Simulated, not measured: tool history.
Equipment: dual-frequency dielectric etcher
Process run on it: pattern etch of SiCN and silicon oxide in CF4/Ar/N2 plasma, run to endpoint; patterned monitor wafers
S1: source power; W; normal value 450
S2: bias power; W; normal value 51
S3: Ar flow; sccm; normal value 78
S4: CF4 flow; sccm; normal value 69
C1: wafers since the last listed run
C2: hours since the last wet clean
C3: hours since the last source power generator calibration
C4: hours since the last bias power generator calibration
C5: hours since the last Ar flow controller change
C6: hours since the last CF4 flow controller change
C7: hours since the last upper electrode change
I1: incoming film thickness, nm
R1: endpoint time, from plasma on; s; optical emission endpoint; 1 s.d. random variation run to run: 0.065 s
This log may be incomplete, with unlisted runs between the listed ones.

Run 1, hour 0: usual settings; C1 0; C2 185.3; C3 3454.6; C4 2990.4; C5 2277; C6 5530.2; C7 1846.1; I1 10.34. Result: R1 11.7 s.
Run 2, hour 67.6: usual settings but S1 480 W; C1 1333; C2 252.9; C3 3522.2; C4 3058; C5 2344.6; C6 5597.8; C7 1913.7; I1 10.35. Result: R1 11 s.
Run 3, hour 126.4: usual settings but S1 480 W; C1 1160; C2 311.7; C3 3581; C4 3116.8; C5 2403.4; C6 5656.6; C7 1972.5; I1 10.37. Result: R1 10.9 s.
Run 4, hour 170: usual settings; C1 860; C2 355.3; C3 3624.6; C4 3160.4; C5 2447; C6 5700.2; C7 2016.1; I1 10.44. Result: R1 11.4 s.
Run 5, hour 199.9: usual settings but S1 500 W; C1 589; C2 385.2; C3 3654.5; C4 3190.3; C5 2476.9; C6 5730.1; C7 2046; I1 10.22. Result: R1 10.5 s.
At hour 236: wet clean of the chamber.
Run 6, hour 254: usual settings; C1 593; C2 18; C3 3708.6; C4 3244.4; C5 2531; C6 5784.2; C7 2100.1; I1 10.26. Result: R1 12 s.
Run 7, hour 303.4: usual settings; C1 974; C2 67.4; C3 3758; C4 3293.8; C5 2580.4; C6 5833.6; C7 2149.5; I1 10.34. Result: R1 11.9 s.
Run 8, hour 342: usual settings; C1 761; C2 106; C3 3796.6; C4 3332.4; C5 2619; C6 5872.2; C7 2188.1; I1 10.35. Result: R1 11.7 s.
At hour 403: source power generator calibrated.
Run 9, hour 403.5: usual settings; C1 1134; C2 167.5; C3 0.5; C4 3393.9; C5 2680.5; C6 5933.7; C7 2249.6; I1 10.39. Result: R1 11.8 s.
At hour 415.1: bias power generator calibrated.
Run 10, hour 433.3: usual settings but S2 61 W, S3 72 sccm; C1 509; C2 197.3; C3 30.3; C4 18.2; C5 2710.3; C6 5963.5; C7 2279.4; I1 10.39. Result: R1 11.1 s.
Run 11, hour 479.4: usual settings but S2 61 W, S3 72 sccm; C1 909; C2 243.4; C3 76.4; C4 64.3; C5 2756.4; C6 6009.6; C7 2325.5; I1 10.35. Result: R1 11 s.
Run 12, hour 518.6: usual settings; C1 773; C2 282.6; C3 115.6; C4 103.5; C5 2795.6; C6 6048.8; C7 2364.7; I1 10.31. Result: R1 11.6 s.
At hour 550.4: Ar flow controller replaced.
Run 13, hour 559: usual settings but S1 530 W, S3 65 sccm; C1 678; C2 323; C3 156; C4 143.9; C5 8.6; C6 6089.2; C7 2405.1; I1 10.36. Result: R1 10.1 s.
At hour 605.4: CF4 flow controller replaced.
At hour 630.8: upper electrode replaced, of another model than before.
At hour 652.4: wet clean of the chamber.
Run 14, hour 652.9: usual settings; C1 834; C2 0.5; C3 249.9; C4 237.8; C5 102.5; C6 47.5; C7 22.1; I1 10.25. Result: R1 11.8 s.
Run 15, hour 658.2: usual settings but S1 380 W, S3 84 sccm; C1 104; C2 5.8; C3 255.2; C4 243.1; C5 107.8; C6 52.8; C7 27.4; I1 10.37. Result: R1 12.9 s.
Run 16, hour 695: usual settings but S2 39 W; C1 726; C2 42.6; C3 292; C4 279.9; C5 144.6; C6 89.6; C7 64.2; I1 10.29. Result: R1 13.1 s.
Run 17, hour 755.7: usual settings but S4 78 sccm; C1 1197; C2 103.3; C3 352.7; C4 340.6; C5 205.3; C6 150.3; C7 124.9; I1 10.28. Result: R1 11.7 s.
Run 18, hour 779.8: usual settings; C1 475; C2 127.4; C3 376.8; C4 364.7; C5 229.4; C6 174.4; C7 149; I1 10.32. Result: R1 11.7 s.
Run 19, hour 844.5: usual settings but S1 360 W, S2 63 W; C1 1276; C2 192.1; C3 441.5; C4 429.4; C5 294.1; C6 239.1; C7 213.7; I1 10.18. Result: R1 11.5 s.
Run 20, hour 906.2: usual settings but S1 550 W, S2 57 W, S3 70 sccm, S4 82 sccm; C1 1217; C2 253.8; C3 503.2; C4 491.1; C5 355.8; C6 300.8; C7 275.4; I1 10.37. Result: R1 10.1 s.
Run 21, hour 968: usual settings but S3 89 sccm; C1 1219; C2 315.6; C3 565; C4 552.9; C5 417.6; C6 362.6; C7 337.2; I1 10.4. Result: R1 11.8 s.
Run 22, hour 1027.4: usual settings but S1 560 W, S2 44 W, S3 87 sccm, S4 55 sccm; C1 1172; C2 375; C3 624.4; C4 612.3; C5 477; C6 422; C7 396.6; I1 10.27. Result: R1 11.5 s.
At hour 1062.7: wet clean of the chamber.
Run 23, hour 1094.3: usual settings but S2 47 W, S3 61 sccm; C1 846; C2 31.6; C3 691.3; C4 679.2; C5 543.9; C6 488.9; C7 463.5; I1 10.29. Result: R1 11.6 s.
Run 24, hour 1188.5: usual settings but S3 89 sccm; C1 1858; C2 125.8; C3 785.5; C4 773.4; C5 638.1; C6 583.1; C7 557.7; I1 10.27. Result: R1 11.9 s.

Each row is a separate what-if for the run after 24, all from the same tool condition, not one after another. Results?
Run A, hour 1188.9: usual settings but S4 56 sccm; C1 7; C2 126.2; C3 785.9; C4 773.8; C5 638.5; C6 583.5; C7 558.1; I1 10.2. Result: R1 ?.
Run B, hour 1188.9: usual settings but S2 57 W, S3 71 sccm, S4 58 sccm; C1 7; C2 126.2; C3 785.9; C4 773.8; C5 638.5; C6 583.5; C7 558.1; I1 10.2. Result: R1 ?.
Run C, hour 1188.9: usual settings but S2 60 W, S4 80 sccm; C1 7; C2 126.2; C3 785.9; C4 773.8; C5 638.5; C6 583.5; C7 558.1; I1 10.2. Result: R1 ?.
Run D, hour 1188.9: usual settings but S4 60 sccm; C1 7; C2 126.2; C3 785.9; C4 773.8; C5 638.5; C6 583.5; C7 558.1; I1 10.2. Result: R1 ?.

run    R1
  A  11.8
  B  11.2
  C  10.9
  D  11.8
With no hidden state in the tool, these same runs would have given:
run    R1
  A  12.1
  B  11.5
  C  11.1
  D    12

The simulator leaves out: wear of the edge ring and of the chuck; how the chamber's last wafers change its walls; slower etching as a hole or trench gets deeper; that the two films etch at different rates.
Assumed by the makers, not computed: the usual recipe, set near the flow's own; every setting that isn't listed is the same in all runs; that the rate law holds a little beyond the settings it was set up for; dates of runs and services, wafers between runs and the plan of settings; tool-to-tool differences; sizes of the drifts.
